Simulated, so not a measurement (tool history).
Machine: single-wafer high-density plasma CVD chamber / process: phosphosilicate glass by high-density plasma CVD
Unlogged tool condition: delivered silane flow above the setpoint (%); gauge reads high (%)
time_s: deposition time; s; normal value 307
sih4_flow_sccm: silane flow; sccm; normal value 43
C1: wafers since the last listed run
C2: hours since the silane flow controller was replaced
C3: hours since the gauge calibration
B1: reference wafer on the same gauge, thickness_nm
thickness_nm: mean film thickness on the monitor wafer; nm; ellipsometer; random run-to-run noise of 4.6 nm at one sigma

Run 1, hour 0.0: usual settings; C1 0; C2 2063.3; C3 664.2; B1 1538.692. Result: thickness_nm 1299.390 nm.
Run 2, hour 61.9: usual settings; C1 210; C2 2125.2; C3 726.1; B1 1542.500. Result: thickness_nm 1289.557 nm.
Run 3, hour 234.1: usual settings; C1 586; C2 2297.4; C3 898.3; B1 1538.694. Result: thickness_nm 1292.216 nm.
Run 4, hour 293.7: usual settings; C1 203; C2 2357.0; C3 957.9; B1 1539.441. Result: thickness_nm 1285.313 nm.
Run 5, hour 331.7: usual settings; C1 129; C2 2395.0; C3 995.9; B1 1538.622. Result: thickness_nm 1285.598 nm.
Run 6, hour 382.8: usual settings; C1 174; C2 2446.1; C3 1047.0; B1 1542.443. Result: thickness_nm 1279.272 nm.
Run 7, hour 421.7: usual settings; C1 132; C2 2485.0; C3 1085.9; B1 1540.338. Result: thickness_nm 1278.438 nm.
At hour 423.3: gauge calibrated.
Run 8, hour 483.6: usual settings; C1 210; C2 2546.9; C3 60.3; B1 1539.290. Result: thickness_nm 1286.149 nm.
Run 9, hour 522.7: usual settings; C1 133; C2 2586.0; C3 99.4; B1 1541.197. Result: thickness_nm 1279.351 nm.
Run 10, hour 579.3: usual settings; C1 192; C2 2642.6; C3 156.0; B1 1540.914. Result: thickness_nm 1272.556 nm.
Run 11, hour 641.9: usual settings but time_s 272 s, sih4_flow_sccm 37 sccm; C1 213; C2 2705.2; C3 218.6; B1 1539.866. Result: thickness_nm 972.604 nm.

Run 12, settings as shown, results not yet in. Your forecast:
Run 12, hour 686.7: usual settings; C1 152; C2 2750.0; C3 263.4; B1 ?. Result: thickness_nm ?.

B1: 1539.439
thickness_nm: 1275.970 nm
If the tool had no hidden condition, the same run with the same run-to-run variation would have returned thickness_nm 1319.017 nm.
